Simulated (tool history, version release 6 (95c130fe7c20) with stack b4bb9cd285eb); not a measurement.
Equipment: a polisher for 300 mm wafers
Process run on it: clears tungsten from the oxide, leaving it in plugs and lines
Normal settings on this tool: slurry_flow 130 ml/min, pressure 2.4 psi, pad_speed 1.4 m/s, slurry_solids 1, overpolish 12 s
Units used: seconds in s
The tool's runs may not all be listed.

run   hour  slurry_flow  pressure  pad_speed  slurry_solids  overpolish  incoming thickness of the incoming film, nm  seconds
  1      0          130       2.4        1.4              1          12                                        267.3     75.6
  2   15.6          130       2.4        1.4              1          12                                        270.9     78.1
  3     28          130       2.4        1.4           0.95          12                                        265.9     76.3
  4   37.1          130       2.4        1.4            1.2          12                                        272.3     74.9
  5   51.9          130       2.4        1.4            1.2          12                                        269.6       73
  6   63.4          130       2.4        1.4              1          12                                        268.9     76.9
  7  110.1          130       2.4        1.4              1          12                                        270.2     76.8
  8  122.7          130       2.4        1.4              1          12                                          273     80.4
  9  132.6          130       2.4        1.4              1          12                                        264.9     75.6
 10    148          130       2.8        1.4              1          12                                        275.6     71.2
 11  160.9          130       2.8        1.4              1          12                                          272     72.8
 12  168.3          130       2.4        1.4              1          12                                          272     79.9
 13  182.5          130       2.4       1.74              1           7                                        268.4     63.7
 14  196.7          110       2.4        1.4              1          17                                        273.2     82.3
 15  209.8          130       2.4        1.4              1          12                                        273.3     78.7
 16  222.8          130       2.2        1.4              1           5                                        272.3     90.2
 17  232.7          110       2.7       1.14              1          12                                        267.6     96.1
 18  238.8          130       2.4        1.4            1.3          12                                        266.2     76.7
 19  249.6          165       2.4       1.62            1.3          12                                          268     64.1
 20  263.9          130       2.4        1.4              1          15                                        268.3     82.5
 21  277.5          105       2.1       1.18              1          17                                        266.8    113.8
 22  291.2          130       2.4       1.06           0.85           9                                        271.3    103.7
 23    306          105       2.4        1.7              1          12                                        270.1     63.6
 24  316.6          130         2        1.4              1           6                                        269.1     84.6
 25  330.2          105       2.1       1.18              1          17                                        270.5     98.1
 26  343.3          130       2.4        1.4              1          12                                        271.3       75

Withheld: 12 entries from between the runs. Position of each, and hidden state at the listed run before versus the listed run after:
Run 2 -> run 3: slurry tank refilled with fresh slurry and peroxide (hour 24.3)
  slurry flow missing at the pad, %: 11.2 -> 12
  measured result minus the result with no hidden state, seconds: +1.3 -> +1.3 s
Run 5 -> run 6: worn pad replaced by a new one (hour 62.9)
  slurry flow missing at the pad, %: 13.8 -> 14.7
  measured result minus the result with no hidden state, seconds: +1.5 -> +1.7 s
Run 7 -> run 8: slurry tank refilled with fresh slurry and peroxide (hour 115.4)
  slurry flow missing at the pad, %: 18.6 -> 19.8
  measured result minus the result with no hidden state, seconds: +2.2 -> +2.4 s
Run 8 -> run 9: worn pad replaced by a new one (hour 132.1)
  slurry flow missing at the pad, %: 19.8 -> 20.7
  measured result minus the result with no hidden state, seconds: +2.4 -> +2.5 s
Run 14 -> run 15: worn pad replaced by a new one (hour 206.4); slurry tank refilled with fresh slurry and peroxide (hour 207.9)
  slurry flow missing at the pad, %: 27.2 -> 28.7
  measured result minus the result with no hidden state, seconds: +4 -> +3.8 s
Run 15 -> run 16: slurry nozzle cleaned (hour 211.3)
  slurry flow missing at the pad, %: 28.7 -> 51.4
  measured result minus the result with no hidden state, seconds: +3.8 -> +9.2 s
Run 18 -> run 19: slurry blender recalibrated (hour 245.7)
  slurry flow missing at the pad, %: 51.5 -> 51.6
  measured result minus the result with no hidden state, seconds: +7.8 -> +5.7 s
Run 19 -> run 20: head pressure recalibrated (hour 260.7)
  slurry flow missing at the pad, %: 51.6 -> 51.7
  measured result minus the result with no hidden state, seconds: +5.7 -> +8.5 s
Run 21 -> run 22: worn pad replaced by a new one (hour 282); slurry nozzle cleaned, repeated, since the last time left the tool worse (hour 284.2)
  slurry flow missing at the pad, %: 51.9 -> 2.2
  measured result minus the result with no hidden state, seconds: +13.2 -> +0.3 s
Run 22 -> run 23: slurry tank refilled with fresh slurry and peroxide (hour 301.7)
  slurry flow missing at the pad, %: 2.2 -> 2.25
  measured result minus the result with no hidden state, seconds: +0.3 -> +0.2 s

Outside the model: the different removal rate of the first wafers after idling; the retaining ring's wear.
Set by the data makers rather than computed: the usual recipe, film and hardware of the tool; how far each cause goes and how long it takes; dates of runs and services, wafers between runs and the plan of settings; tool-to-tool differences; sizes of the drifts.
